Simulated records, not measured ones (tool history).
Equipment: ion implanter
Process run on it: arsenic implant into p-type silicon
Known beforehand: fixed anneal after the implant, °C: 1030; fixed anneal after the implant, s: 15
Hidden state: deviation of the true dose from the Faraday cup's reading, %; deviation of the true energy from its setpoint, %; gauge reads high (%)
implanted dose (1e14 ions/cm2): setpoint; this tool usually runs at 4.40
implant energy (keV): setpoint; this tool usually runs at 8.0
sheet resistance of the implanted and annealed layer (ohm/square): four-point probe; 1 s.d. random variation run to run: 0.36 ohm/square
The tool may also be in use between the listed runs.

| run | hour | implanted dose (1e14 ions/cm2) | implant energy (keV) | wafers since the last listed run | hours since the last dose calibration | hours since the extraction supply was calibrated | hours since the gauge calibration | read-back reference wafer on the same gauge, sheet resistance | sheet resistance of the implanted and annealed layer (ohm/square) |
|---|---|---|---|---|---|---|---|---|---|
| 1 | 0.0 | 4.40 | 8.0 | 0 | 892.8 | 4109.7 | 1282.7 | 199.94 | 238.69 |
| 2 | 41.1 | 4.40 | 8.0 | 1503 | 933.9 | 4150.8 | 1323.8 | 200.05 | 238.42 |
| 3 | 82.2 | 4.40 | 8.0 | 1503 | 975.0 | 4191.9 | 1364.9 | 200.07 | 238.71 |
| 4 | 182.0 | 4.40 | 8.5 | 3651 | 1074.8 | 4291.7 | 1464.7 | 199.92 | 237.96 |
| 5 | 223.5 | 4.40 | 8.5 | 1518 | 1116.3 | 4333.2 | 1506.2 | 200.02 | 237.44 |
| 6 | 289.0 | 4.40 | 8.0 | 2396 | 1181.8 | 4398.7 | 1571.7 | 200.03 | 237.98 |
| 7 | 342.4 | 4.40 | 6.0 | 1953 | 1235.2 | 4452.1 | 1625.1 | 200.05 | 241.63 |
| 8 | 420.5 | 4.40 | 6.0 | 2857 | 1313.3 | 4530.2 | 1703.2 | 199.99 | 242.12 |
| 9 | 517.4 | 4.40 | 6.0 | 3545 | 1410.2 | 4627.1 | 1800.1 | 200.01 | 241.74 |
| 10 | 580.5 | 3.55 | 8.0 | 2308 | 1473.3 | 4690.2 | 1863.2 | 200.05 | 281.12 |
| 11 | 660.0 | 3.55 | 8.0 | 2908 | 1552.8 | 4769.7 | 1942.7 | 200.00 | 280.82 |
|  | 765.6 | gauge calibrated |
| 12 | 767.4 | 3.55 | 8.0 | 3929 | 1660.2 | 4877.1 | 1.8 | 200.09 | 280.48 |
| 13 | 803.8 | 5.58 | 8.0 | 1331 | 1696.6 | 4913.5 | 38.2 | 200.01 | 200.47 |
| 14 | 883.5 | 4.40 | 8.0 | 2916 | 1776.3 | 4993.2 | 117.9 | 200.08 | 237.98 |
| 15 | 953.3 | 5.69 | 10.0 | 2553 | 1846.1 | 5063.0 | 187.7 | 199.97 | 194.67 |
|  | 1098.7 | Faraday cup replaced and dose calibrated |
|  | 1190.7 | extraction supply calibrated |
| 16 | 1243.9 | 4.40 | 8.0 | 10047 | 145.2 | 53.2 | 478.3 | 199.99 | 239.08 |
| 17 | 1342.6 | 3.55 | 8.0 | 3611 | 243.9 | 151.9 | 577.0 | 199.97 | 281.85 |
| 18 | 1391.6 | 4.40 | 10.5 | 1792 | 292.9 | 200.9 | 626.0 | 199.94 | 235.19 |
| 19 | 1446.5 | 4.40 | 8.0 | 2008 | 347.8 | 255.8 | 680.9 | 200.03 | 238.91 |
| 20 | 1488.9 | 3.77 | 8.0 | 1551 | 390.2 | 298.2 | 723.3 | 199.97 | 269.25 |
| 21 | 1526.4 | 5.22 | 10.0 | 1372 | 427.7 | 335.7 | 760.8 | 200.00 | 208.00 |
| 22 | 1623.4 | 5.12 | 8.0 | 3549 | 524.7 | 432.7 | 857.8 | 199.96 | 213.52 |
| 23 | 1661.5 | 5.09 | 8.0 | 1394 | 562.8 | 470.8 | 895.9 | 200.05 | 214.61 |
| 24 | 1753.8 | 3.21 | 5.5 | 3377 | 655.1 | 563.1 | 988.2 | 200.02 | 312.02 |

Below are 3 alternative next runs, each starting from the tool's condition after run 24. Predict each:
| A | 1754.2 | 4.40 | 8.0 | 14 | 655.5 | 563.5 | 988.6 | ? | ? |
| B | 1754.2 | 5.32 | 10.5 | 14 | 655.5 | 563.5 | 988.6 | ? | ? |
| C | 1754.2 | 5.15 | 9.5 | 14 | 655.5 | 563.5 | 988.6 | ? | ? |

| run | read-back reference wafer on the same gauge, sheet resistance | sheet resistance of the implanted and annealed layer (ohm/square) |
|---|---|---|
| A | 200.00 | 238.94 |
| B | 200.00 | 204.29 |
| C | 200.00 | 210.61 |
Had the tool no hidden state, the same runs would have come out as:
| run | sheet resistance of the implanted and annealed layer (ohm/square) |
|---|---|
| A | 240.18 |
| B | 205.31 |
| C | 211.66 |
